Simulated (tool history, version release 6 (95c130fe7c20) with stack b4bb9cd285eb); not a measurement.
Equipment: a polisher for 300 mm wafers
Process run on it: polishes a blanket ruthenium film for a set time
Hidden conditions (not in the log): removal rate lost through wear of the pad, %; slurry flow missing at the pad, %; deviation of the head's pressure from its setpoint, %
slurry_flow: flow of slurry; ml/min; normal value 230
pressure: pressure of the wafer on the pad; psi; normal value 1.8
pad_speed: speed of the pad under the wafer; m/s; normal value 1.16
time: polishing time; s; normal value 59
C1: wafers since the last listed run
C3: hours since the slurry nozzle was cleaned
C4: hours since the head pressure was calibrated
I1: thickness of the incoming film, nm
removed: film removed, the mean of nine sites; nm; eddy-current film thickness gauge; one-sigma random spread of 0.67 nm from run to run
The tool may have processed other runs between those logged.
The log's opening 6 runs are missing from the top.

{"run": 7, "hour": 191.4, "slurry_flow": 230, "pressure": 1.8, "pad_speed": 1.38, "time": 59, "C1": 114, "wafers polished on this pad": 669, "C3": 240.8, "C4": 827.9, "I1": 458.8, "removed": 96.3}
{"run": 8, "hour": 208.6, "slurry_flow": 230, "pressure": 1.8, "pad_speed": 1.38, "time": 59, "C1": 145, "wafers polished on this pad": 814, "C3": 258, "C4": 845.1, "I1": 452, "removed": 94.6}
{"run": 9, "hour": 242.6, "slurry_flow": 230, "pressure": 1.8, "pad_speed": 1.16, "time": 59, "C1": 287, "wafers polished on this pad": 1102, "C3": 292, "C4": 879.1, "I1": 445.7, "removed": 78.4}
{"run": 10, "hour": 264.2, "slurry_flow": 230, "pressure": 1.8, "pad_speed": 1.16, "time": 59, "C1": 182, "wafers polished on this pad": 1284, "C3": 313.6, "C4": 900.7, "I1": 447.1, "removed": 79}
{"run": 11, "hour": 296.2, "slurry_flow": 230, "pressure": 1.8, "pad_speed": 0.86, "time": 59, "C1": 270, "wafers polished on this pad": 1554, "C3": 345.6, "C4": 932.7, "I1": 451.9, "removed": 58.8}
{"run": 12, "hour": 319.8, "slurry_flow": 230, "pressure": 1.8, "pad_speed": 1.16, "time": 59, "C1": 199, "wafers polished on this pad": 1754, "C3": 369.2, "C4": 956.3, "I1": 452.5, "removed": 78.2}
{"hour": 328.8, "done": "worn pad replaced by a new one"}
{"run": 13, "hour": 343.5, "slurry_flow": 230, "pressure": 1.8, "pad_speed": 1.16, "time": 59, "C1": 166, "wafers polished on this pad": 124, "C3": 392.9, "C4": 980, "I1": 452.3, "removed": 81.9}
{"run": 14, "hour": 367.6, "slurry_flow": 230, "pressure": 1.8, "pad_speed": 1.16, "time": 59, "C1": 203, "wafers polished on this pad": 327, "C3": 417, "C4": 1004.1, "I1": 444.3, "removed": 79.3}
{"run": 15, "hour": 388.6, "slurry_flow": 230, "pressure": 1.8, "pad_speed": 1.16, "time": 43, "C1": 177, "wafers polished on this pad": 504, "C3": 438, "C4": 1025.1, "I1": 452.6, "removed": 58.2}
{"run": 16, "hour": 404.9, "slurry_flow": 230, "pressure": 1.4, "pad_speed": 1.16, "time": 59, "C1": 137, "wafers polished on this pad": 642, "C3": 454.3, "C4": 1041.4, "I1": 455.6, "removed": 62.2}
{"run": 17, "hour": 420.7, "slurry_flow": 230, "pressure": 1.8, "pad_speed": 1.16, "time": 59, "C1": 133, "wafers polished on this pad": 776, "C3": 470.1, "C4": 1057.2, "I1": 444.3, "removed": 79.9}
{"run": 18, "hour": 434.5, "slurry_flow": 230, "pressure": 1.8, "pad_speed": 1.38, "time": 59, "C1": 116, "wafers polished on this pad": 892, "C3": 483.9, "C4": 1071, "I1": 448.8, "removed": 94.6}
{"run": 19, "hour": 461.3, "slurry_flow": 230, "pressure": 1.6, "pad_speed": 1.52, "time": 53, "C1": 226, "wafers polished on this pad": 1119, "C3": 510.7, "C4": 1097.8, "I1": 457.5, "removed": 81.1}

Run 20, settings as shown, results not yet in. Your forecast:
{"run": 20, "hour": 492.3, "slurry_flow": 230, "pressure": 2.2, "pad_speed": 0.8, "time": 44, "C1": 261, "wafers polished on this pad": 1380, "C3": 541.7, "C4": 1128.8, "I1": 451.2, "removed": "?"}

removed: 49.6 nm
Minus the tool's unlogged condition, the same run would have read removed 51 nm.
